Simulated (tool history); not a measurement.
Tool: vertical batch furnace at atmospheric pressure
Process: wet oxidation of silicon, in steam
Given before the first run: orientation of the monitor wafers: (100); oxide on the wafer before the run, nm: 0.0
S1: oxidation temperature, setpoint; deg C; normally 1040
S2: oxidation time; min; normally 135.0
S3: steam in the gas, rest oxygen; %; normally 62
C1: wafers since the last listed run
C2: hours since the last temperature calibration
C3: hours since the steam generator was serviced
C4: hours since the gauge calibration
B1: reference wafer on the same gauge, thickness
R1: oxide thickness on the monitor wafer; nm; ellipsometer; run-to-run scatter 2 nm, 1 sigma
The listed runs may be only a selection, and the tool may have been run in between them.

| run | hour | S1 | S2 | S3 | C1 | C2 | C3 | C4 | B1 | R1 |
|---|---|---|---|---|---|---|---|---|---|---|
| 1 | 0.0 | 1040 | 135.0 | 62 | 0 | 2203.7 | 1920.0 | 165.8 | 748.42 | 790.06 |
| 2 | 14.4 | 1040 | 135.0 | 62 | 142 | 2218.1 | 1934.4 | 180.2 | 748.81 | 791.80 |
| 3 | 48.3 | 1040 | 135.0 | 62 | 336 | 2252.0 | 1968.3 | 214.1 | 748.48 | 790.51 |
| 4 | 82.9 | 1040 | 135.0 | 62 | 343 | 2286.6 | 2002.9 | 248.7 | 747.67 | 788.79 |
| 5 | 103.4 | 1040 | 160.5 | 62 | 203 | 2307.1 | 2023.4 | 269.2 | 746.92 | 872.98 |
| 6 | 128.4 | 1040 | 81.0 | 62 | 248 | 2332.1 | 2048.4 | 294.2 | 747.79 | 576.48 |
|  | 134.4 | gauge calibrated |
| 7 | 161.0 | 1040 | 81.0 | 62 | 323 | 2364.7 | 2081.0 | 26.6 | 755.01 | 583.21 |
|  | 198.1 | steam generator serviced |
| 8 | 198.6 | 1040 | 178.0 | 62 | 134 | 2402.3 | 0.5 | 64.2 | 752.51 | 936.31 |
| 9 | 212.3 | 1040 | 178.0 | 62 | 135 | 2416.0 | 14.2 | 77.9 | 752.33 | 933.87 |
| 10 | 237.4 | 1023 | 135.0 | 62 | 249 | 2441.1 | 39.3 | 103.0 | 752.02 | 723.96 |
| 11 | 261.2 | 1023 | 135.0 | 62 | 236 | 2464.9 | 63.1 | 126.8 | 750.58 | 721.92 |
| 12 | 274.7 | 1023 | 135.0 | 62 | 133 | 2478.4 | 76.6 | 140.3 | 750.78 | 726.05 |
|  | 321.6 | thermocouples replaced and temperature profile calibrated |
| 13 | 322.1 | 1040 | 135.0 | 62 | 232 | 0.5 | 124.0 | 187.7 | 748.69 | 792.43 |
| 14 | 333.0 | 1040 | 186.5 | 62 | 108 | 11.4 | 134.9 | 198.6 | 749.18 | 955.79 |
| 15 | 347.2 | 1020 | 165.5 | 62 | 140 | 25.6 | 149.1 | 212.8 | 749.24 | 806.25 |
| 16 | 363.1 | 1040 | 113.0 | 62 | 157 | 41.5 | 165.0 | 228.7 | 748.61 | 710.71 |
| 17 | 383.9 | 1040 | 135.0 | 62 | 206 | 62.3 | 185.8 | 249.5 | 748.84 | 793.12 |
|  | 400.2 | gauge calibrated |
| 18 | 405.1 | 1028 | 112.5 | 68 | 210 | 83.5 | 207.0 | 4.9 | 755.87 | 707.56 |
| 19 | 437.5 | 1040 | 135.0 | 62 | 321 | 115.9 | 239.4 | 37.3 | 753.65 | 796.58 |
| 20 | 454.1 | 1019 | 156.5 | 62 | 164 | 132.5 | 256.0 | 53.9 | 753.81 | 777.53 |
| 21 | 467.2 | 1059 | 162.5 | 54 | 129 | 145.6 | 269.1 | 67.0 | 753.10 | 893.98 |
| 22 | 494.7 | 1040 | 135.0 | 62 | 272 | 173.1 | 296.6 | 94.5 | 751.25 | 791.44 |
| 23 | 522.3 | 1040 | 135.0 | 62 | 273 | 200.7 | 324.2 | 122.1 | 749.94 | 796.69 |
| 24 | 535.7 | 1028 | 154.0 | 53 | 132 | 214.1 | 337.6 | 135.5 | 750.41 | 733.50 |
| 25 | 550.0 | 1051 | 110.0 | 72 | 141 | 228.4 | 351.9 | 149.8 | 749.79 | 808.00 |
| 26 | 585.7 | 1040 | 135.0 | 62 | 354 | 264.1 | 387.6 | 185.5 | 748.70 | 792.72 |

Here are 5 independent what-if runs from the current tool condition. What would each one return?
| A | 591.5 | 1026 | 135.0 | 62 | 57 | 269.9 | 393.4 | 191.3 | ? | ? |
| B | 591.5 | 1063 | 135.0 | 58 | 57 | 269.9 | 393.4 | 191.3 | ? | ? |
| C | 591.5 | 1040 | 104.0 | 56 | 57 | 269.9 | 393.4 | 191.3 | ? | ? |
| D | 591.5 | 1040 | 88.5 | 55 | 57 | 269.9 | 393.4 | 191.3 | ? | ? |
| E | 591.5 | 1040 | 88.5 | 69 | 57 | 269.9 | 393.4 | 191.3 | ? | ? |

| run | B1 | R1 |
|---|---|---|
| A | 748.72 | 735.22 |
| B | 748.72 | 848.93 |
| C | 748.72 | 634.79 |
| D | 748.72 | 567.69 |
| E | 748.72 | 653.60 |
With no hidden state in the tool, these same runs would have given:
| run | R1 |
|---|---|
| A | 743.14 |
| B | 858.08 |
| C | 641.63 |
| D | 573.81 |
| E | 660.64 |

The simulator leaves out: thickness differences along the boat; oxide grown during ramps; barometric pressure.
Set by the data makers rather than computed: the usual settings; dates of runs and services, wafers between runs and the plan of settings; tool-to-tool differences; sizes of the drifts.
